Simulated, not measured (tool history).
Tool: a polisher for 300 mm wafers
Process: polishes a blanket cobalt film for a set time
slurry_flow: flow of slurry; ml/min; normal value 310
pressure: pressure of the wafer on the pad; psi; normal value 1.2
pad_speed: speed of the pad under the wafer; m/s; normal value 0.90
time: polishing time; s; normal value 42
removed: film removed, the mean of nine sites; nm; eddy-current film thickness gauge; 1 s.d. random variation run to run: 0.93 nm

run	hour	slurry_flow	pressure	pad_speed	time	wafers since the last listed run	wafers polished on this pad	hours since the slurry nozzle was cleaned	hours since the head pressure was calibrated	incoming thickness of the incoming film, nm	removed
1	0.0	395	1.0	0.90	42	0	2133	246.5	195.3	746.9	85.9
2	124.9	310	1.2	0.90	42	1428	3561	371.4	320.2	743.5	94.4
3	150.3	310	1.2	0.90	42	290	3852	396.8	345.6	732.8	95.8
# hour 187.3: worn pad replaced by a new one
4	212.4	310	1.2	0.90	42	664	287	458.9	407.7	747.6	94.9
5	278.7	250	1.2	0.90	42	758	1045	525.2	474.0	750.1	92.7
6	314.1	250	1.2	0.90	42	404	1450	560.6	509.4	730.1	93.2
7	357.7	250	1.2	0.90	42	498	1949	604.2	553.0	741.3	91.4
8	429.4	310	1.3	0.90	39	820	2769	675.9	624.7	744.5	91.9
# hour 494.4: slurry nozzle cleaned
9	497.6	310	1.3	0.90	39	768	3538	3.2	692.9	749.3	91.8
# hour 507.3: worn pad replaced by a new one
10	529.3	310	1.3	0.90	39	316	251	34.9	724.6	744.0	92.3
11	576.8	310	1.0	0.90	42	543	794	82.4	772.1	739.1	83.1
12	647.9	310	1.0	0.90	42	813	1608	153.5	843.2	739.2	83.7
13	686.1	310	1.0	0.90	42	436	2045	191.7	881.4	739.6	82.8
14	730.7	310	1.2	0.90	42	510	2555	236.3	926.0	746.3	91.2
15	791.9	310	1.2	0.90	42	700	3255	297.5	987.2	733.3	91.5
16	859.9	310	1.2	0.90	42	777	4033	365.5	1055.2	723.9	90.6
# hour 867.5: worn pad replaced by a new one
17	925.3	310	1.2	0.80	49	702	661	430.9	1120.6	730.8	95.8
18	974.3	310	1.2	0.90	42	560	1221	479.9	1169.6	743.6	89.7
19	1034.3	310	1.2	0.90	42	686	1908	539.9	1229.6	734.4	90.5
20	1113.3	310	1.0	0.80	42	903	2811	618.9	1308.6	755.6	69.2
21	1165.1	310	1.2	0.90	37	592	3404	670.7	1360.4	730.8	78.3
# hour 1166.1: slurry nozzle cleaned
# hour 1211.4: head pressure recalibrated
# hour 1218.2: worn pad replaced by a new one
22	1219.3	310	1.2	0.90	34	539	12	53.2	7.9	733.7	76.4
23	1261.4	310	1.2	0.90	42	481	494	95.3	50.0	731.6	92.9
24	1318.8	370	0.9	1.06	51	656	1150	152.7	107.4	750.3	112.1
25	1365.1	240	1.2	0.60	30	529	1680	199.0	153.7	728.3	43.7
26	1394.3	210	1.2	0.72	42	334	2014	228.2	182.9	734.0	72.0

Run 27 is up next; what results do you expect?
27	1422.3	365	0.9	1.10	42	320	2334	256.2	210.9	731.6	?

Run 27 yielded removed 95.8 nm.
On a tool with no hidden condition, and with the same random variation, this run would have come out at removed 96.4 nm.
